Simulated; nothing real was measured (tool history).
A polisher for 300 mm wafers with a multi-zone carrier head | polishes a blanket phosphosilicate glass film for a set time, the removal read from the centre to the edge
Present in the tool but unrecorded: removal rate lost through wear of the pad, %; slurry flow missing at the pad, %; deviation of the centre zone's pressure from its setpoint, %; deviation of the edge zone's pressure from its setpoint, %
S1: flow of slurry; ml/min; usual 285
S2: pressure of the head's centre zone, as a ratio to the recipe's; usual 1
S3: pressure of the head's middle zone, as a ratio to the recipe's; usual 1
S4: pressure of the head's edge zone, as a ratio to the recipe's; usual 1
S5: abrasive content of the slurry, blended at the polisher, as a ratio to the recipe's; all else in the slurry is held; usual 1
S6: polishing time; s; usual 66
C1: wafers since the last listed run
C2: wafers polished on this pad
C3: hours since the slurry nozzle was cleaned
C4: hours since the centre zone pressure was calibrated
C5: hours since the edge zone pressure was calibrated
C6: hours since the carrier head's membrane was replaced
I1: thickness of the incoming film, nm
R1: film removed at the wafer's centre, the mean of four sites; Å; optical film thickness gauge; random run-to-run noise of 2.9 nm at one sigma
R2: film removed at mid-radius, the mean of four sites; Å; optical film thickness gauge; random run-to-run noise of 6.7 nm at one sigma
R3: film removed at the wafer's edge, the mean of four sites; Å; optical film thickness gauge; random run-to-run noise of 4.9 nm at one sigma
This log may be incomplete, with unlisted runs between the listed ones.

run 1 day=0 | S1=225 S2=1 S3=1 S4=0.91 S5=1 S6=66 | C1=0 C2=1121 C3=120.2 C4=1026 C5=6 C6=854.2 | I1=1839.8 | R1=4249 R2=4579 R3=4236
-- day=1.142 carrier head's membrane replaced by a new one
run 2 day=1.962 | S1=225 S2=1 S3=1 S4=0.91 S5=1 S6=66 | C1=489 C2=1610 C3=167.3 C4=1073.1 C5=53.1 C6=19.7 | I1=1880 | R1=4291 R2=4495 R3=4260
run 3 day=3.208 | S1=285 S2=1 S3=1 S4=1 S5=1 S6=66 | C1=347 C2=1957 C3=197.2 C4=1103 C5=83 C6=49.6 | I1=1832.5 | R1=4390 R2=4655 R3=4617
-- day=4.008 worn pad replaced by a new one
run 4 day=4.029 | S1=285 S2=1 S3=1 S4=1 S5=1 S6=66 | C1=182 C2=5 C3=216.9 C4=1122.7 C5=102.7 C6=69.3 | I1=1861.5 | R1=4376 R2=4693 R3=4583
run 5 day=4.733 | S1=285 S2=1 S3=1 S4=1 S5=1 S6=66 | C1=196 C2=202 C3=233.8 C4=1139.6 C5=119.6 C6=86.2 | I1=1874.8 | R1=4337 R2=4471 R3=4539
run 6 day=5.642 | S1=285 S2=1 S3=1 S4=1 S5=1 S6=66 | C1=253 C2=455 C3=255.6 C4=1161.4 C5=141.4 C6=108 | I1=1842.2 | R1=4373 R2=4643 R3=4544
-- day=5.817 centre zone pressure recalibrated
run 7 day=6.858 | S1=285 S2=1.08 S3=0.89 S4=1.08 S5=1 S6=79 | C1=315 C2=771 C3=284.8 C4=25 C5=170.6 C6=137.2 | I1=1866.5 | R1=5921 R2=5092 R3=5665
run 8 day=7.671 | S1=205 S2=0.92 S3=1 S4=1 S5=1 S6=66 | C1=226 C2=997 C3=304.3 C4=44.5 C5=190.1 C6=156.7 | I1=1900 | R1=3987 R2=4440 R3=4383
run 9 day=8.612 | S1=285 S2=1 S3=1.04 S4=1.07 S5=1 S6=74 | C1=262 C2=1260 C3=326.9 C4=67.1 C5=212.7 C6=179.3 | I1=1872.9 | R1=5082 R2=5301 R3=5327
run 10 day=9.404 | S1=285 S2=1 S3=1 S4=1 S5=1 S6=49 | C1=220 C2=1481 C3=345.9 C4=86.1 C5=231.7 C6=198.3 | I1=1841.3 | R1=3368 R2=3439 R3=3325
run 11 day=10.083 | S1=355 S2=1 S3=1.09 S4=1 S5=1 S6=66 | C1=189 C2=1670 C3=362.2 C4=102.4 C5=248 C6=214.6 | I1=1827.5 | R1=4674 R2=5035 R3=4539
run 12 day=10.842 | S1=285 S2=1 S3=1 S4=1 S5=1 S6=66 | C1=211 C2=1881 C3=380.4 C4=120.6 C5=266.2 C6=232.8 | I1=1877.6 | R1=4533 R2=4553 R3=4521
-- day=11.762 worn pad replaced by a new one
run 13 day=11.833 | S1=285 S2=1 S3=1 S4=1 S5=1 S6=66 | C1=229 C2=19 C3=404.2 C4=144.4 C5=290 C6=256.6 | I1=1864.4 | R1=4507 R2=4663 R3=4593
-- day=13.988 slurry nozzle cleaned
run 14 day=15.642 | S1=285 S2=1 S3=1 S4=1 S5=1 S6=66 | C1=1050 C2=1069 C3=39.7 C4=235.8 C5=381.4 C6=348 | I1=1846.8 | R1=4518 R2=4607 R3=4503
run 15 day=16.296 | S1=285 S2=1 S3=1 S4=1 S5=1.15 S6=60 | C1=182 C2=1252 C3=55.4 C4=251.5 C5=397.1 C6=363.7 | I1=1899.5 | R1=4342 R2=4522 R3=4496
run 16 day=17.575 | S1=375 S2=1 S3=0.96 S4=1 S5=1 S6=66 | C1=356 C2=1608 C3=86.1 C4=282.2 C5=427.8 C6=394.4 | I1=1893.4 | R1=4568 R2=4507 R3=4604
run 17 day=18.221 | S1=285 S2=1 S3=1 S4=1 S5=1 S6=49 | C1=180 C2=1788 C3=101.6 C4=297.7 C5=443.3 C6=409.9 | I1=1875.7 | R1=3313 R2=3419 R3=3418
-- day=18.521 worn pad replaced by a new one
run 18 day=18.888 | S1=285 S2=1.07 S3=1 S4=1 S5=1.1 S6=66 | C1=139 C2=102 C3=117.6 C4=313.7 C5=459.3 C6=425.9 | I1=1864.9 | R1=5080 R2=4825 R3=4660
run 19 day=19.792 | S1=285 S2=1 S3=0.93 S4=1 S5=1 S6=66 | C1=252 C2=354 C3=139.3 C4=335.4 C5=481 C6=447.6 | I1=1855.1 | R1=4474 R2=4264 R3=4461
run 20 day=20.983 | S1=285 S2=1.08 S3=1 S4=1 S5=0.8 S6=66 | C1=332 C2=686 C3=167.9 C4=364 C5=509.6 C6=476.2 | I1=1843 | R1=4238 R2=4093 R3=3964
run 21 day=24.408 | S1=285 S2=1 S3=1 S4=1.1 S5=1 S6=66 | C1=954 C2=1641 C3=250.1 C4=446.2 C5=591.8 C6=558.4 | I1=1887.6 | R1=4436 R2=4639 R3=4764
run 22 day=25.846 | S1=285 S2=1 S3=1.07 S4=1 S5=1 S6=57 | C1=400 C2=2042 C3=284.6 C4=480.7 C5=626.3 C6=592.9 | I1=1838.3 | R1=3873 R2=4147 R3=3983

Forecast each of these 3 alternatives for the next run:
run A day=25.862 | S1=285 S2=0.89 S3=1 S4=1 S5=1 S6=66 | C1=4 C2=2047 C3=285 C4=481.1 C5=626.7 C6=593.3 | I1=1860.1 | R1=? R2=? R3=?
run B day=25.862 | S1=285 S2=1 S3=1.05 S4=0.88 S5=1 S6=47 | C1=4 C2=2047 C3=285 C4=481.1 C5=626.7 C6=593.3 | I1=1860.1 | R1=? R2=? R3=?
run C day=25.862 | S1=285 S2=1 S3=1 S4=1 S5=1.3 S6=66 | C1=4 C2=2047 C3=285 C4=481.1 C5=626.7 C6=593.3 | I1=1860.1 | R1=? R2=? R3=?

run=A R1=3960 R2=4593 R3=4574
run=B R1=3174 R2=3408 R3=3066
run=C R1=5038 R2=5191 R3=5173
Had the tool no hidden state, the same runs would have come out as:
run=A R1=4064 R2=4593 R3=4574
run=B R1=3256 R2=3407 R3=3066
run=C R1=5169 R2=5190 R3=5173
